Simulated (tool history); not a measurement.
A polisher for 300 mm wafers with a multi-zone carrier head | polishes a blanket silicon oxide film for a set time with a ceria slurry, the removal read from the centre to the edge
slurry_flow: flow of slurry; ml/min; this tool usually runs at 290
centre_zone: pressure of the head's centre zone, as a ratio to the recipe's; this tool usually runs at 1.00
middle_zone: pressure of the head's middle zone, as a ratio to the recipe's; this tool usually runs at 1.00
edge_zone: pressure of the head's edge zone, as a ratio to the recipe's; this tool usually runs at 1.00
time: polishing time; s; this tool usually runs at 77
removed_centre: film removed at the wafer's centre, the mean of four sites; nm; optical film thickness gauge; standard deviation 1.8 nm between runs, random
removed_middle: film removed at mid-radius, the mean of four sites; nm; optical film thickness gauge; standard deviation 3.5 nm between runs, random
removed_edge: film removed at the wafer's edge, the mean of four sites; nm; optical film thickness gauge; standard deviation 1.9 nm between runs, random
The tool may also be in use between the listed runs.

run    hour  slurry_flow  centre_zone  middle_zone  edge_zone  time  incoming thickness of the incoming film, nm  removed_centre  removed_middle  removed_edge
  1     0.0          290         1.00         1.00       1.00    77                                       1269.2           232.2           233.2         231.6
  2    61.1          290         1.08         1.00       1.00    77                                       1268.2           249.2           220.1         229.8
  3   163.1          290         1.08         1.00       1.00    77                                       1254.2           244.8           222.7         227.5
  4   241.3          290         0.96         0.94       1.00    77                                       1259.2           218.9           210.1         227.0
      273.9  -- slurry nozzle cleaned
  5   313.3          320         1.00         1.10       1.00    66                                       1260.3           199.6           213.0         198.4
  6   397.4          225         1.10         1.07       1.00    77                                       1262.2           247.5           237.3         223.3
      462.6  -- edge zone pressure recalibrated
  7   500.2          290         1.07         1.00       1.00    77                                       1258.5           246.8           222.9         226.1
      521.2  -- centre zone pressure recalibrated
  8   549.9          380         1.00         1.12       1.07    98                                       1246.6           296.9           316.6         300.5
      559.7  -- worn pad replaced by a new one
  9   616.0          210         1.00         1.00       1.00    77                                       1266.7           227.1           221.1         226.6
 10   652.2          335         1.00         1.07       1.03    77                                       1258.7           235.9           248.4         233.0
 11   733.9          290         0.93         0.93       0.88    77                                       1255.2           214.1           215.8         219.4
      803.4  -- carrier head's membrane replaced by a new one
 12   827.9          290         1.06         0.93       1.08    53                                       1250.0           165.3           146.4         160.9
 13   865.6          325         1.00         1.11       1.03    77                                       1255.3           229.5           245.9         233.1
      925.3  -- slurry nozzle cleaned
 14   927.1          250         1.00         1.00       1.00    96                                       1260.5           285.8           286.3         286.5
     1025.4  -- edge zone pressure recalibrated
 15  1025.9          290         1.00         1.00       1.00    77                                       1268.5           228.8           226.1         224.8
 16  1069.4          290         1.00         1.00       1.00    77                                       1261.1           228.7           223.4         229.7
 17  1111.4          290         1.00         0.88       1.00    52                                       1250.0           154.1           136.4         152.2
 18  1157.8          290         1.08         1.00       1.00    77                                       1249.4           249.0           228.2         226.9
     1179.2  -- worn pad replaced by a new one
 19  1237.7          220         0.96         1.10       0.89    77                                       1243.5           220.9           246.6         220.2
 20  1322.1          390         1.00         1.00       1.06    58                                       1269.1           179.5           174.0         182.8
 21  1406.8          335         1.04         0.93       0.91    77                                       1262.2           243.3           219.2         220.8

Consider 5 possible next runs. They are alternatives, not a sequence: every one starts from the tool as it was left by run 21. What does each give?
  A  1407.2          290         1.00         0.89       1.00    77                                       1247.8               ?               ?             ?
  B  1407.2          255         1.00         1.00       1.00    77                                       1247.8               ?               ?             ?
  C  1407.2          290         1.00         1.03       1.00    61                                       1247.8               ?               ?             ?
  D  1407.2          260         0.95         1.00       1.00    77                                       1247.8               ?               ?             ?
  E  1407.2          290         1.00         1.10       1.00    77                                       1247.8               ?               ?             ?

run  removed_centre  removed_middle  removed_edge
  A           231.8           209.0         227.4
  B           229.2           228.0         225.3
  C           183.8           187.1         179.8
  D           218.5           228.4         225.5
  E           232.1           249.8         226.7
Take away the tool's hidden state, keep each run's random variation, and the runs would have read:
run  removed_centre  removed_middle  removed_edge
  A           238.6           214.8         232.9
  B           236.4           234.6         230.9
  C           189.2           192.4         184.1
  D           225.2           235.0         231.2
  E           239.0           256.8         232.2
